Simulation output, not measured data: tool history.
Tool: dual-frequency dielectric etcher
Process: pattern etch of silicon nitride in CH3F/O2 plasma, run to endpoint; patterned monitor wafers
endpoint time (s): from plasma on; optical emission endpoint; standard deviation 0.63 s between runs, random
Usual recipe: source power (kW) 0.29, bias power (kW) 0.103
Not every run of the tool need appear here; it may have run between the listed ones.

run	hour	source power (kW)	bias power (kW)	incoming incoming film thickness, nm	endpoint time (s)
1	0	0.29	0.103	67.5	74.6
2	59.1	0.32	0.103	67.4	72.4
3	107.3	0.29	0.103	67.2	74.9
4	169.8	0.29	0.103	67.3	76.1
5	455.1	0.29	0.103	68	80.2
# hour 483: source power generator calibrated
# hour 506.7: wet clean of the chamber
6	529.2	0.29	0.103	67.2	74.6
# hour 601.7: upper electrode replaced
7	602.2	0.29	0.103	67.4	73.8
8	691.4	0.29	0.103	67.6	75.7
9	735	0.31	0.085	67.2	79.1

Expected results for the next run?
10	820.6	0.29	0.103	67.5	?

Run 10 yielded endpoint time (s) 77.4.
Take away the tool's hidden state, keep the run-to-run variation as it was, and the same run would have given endpoint time (s) 74.5.
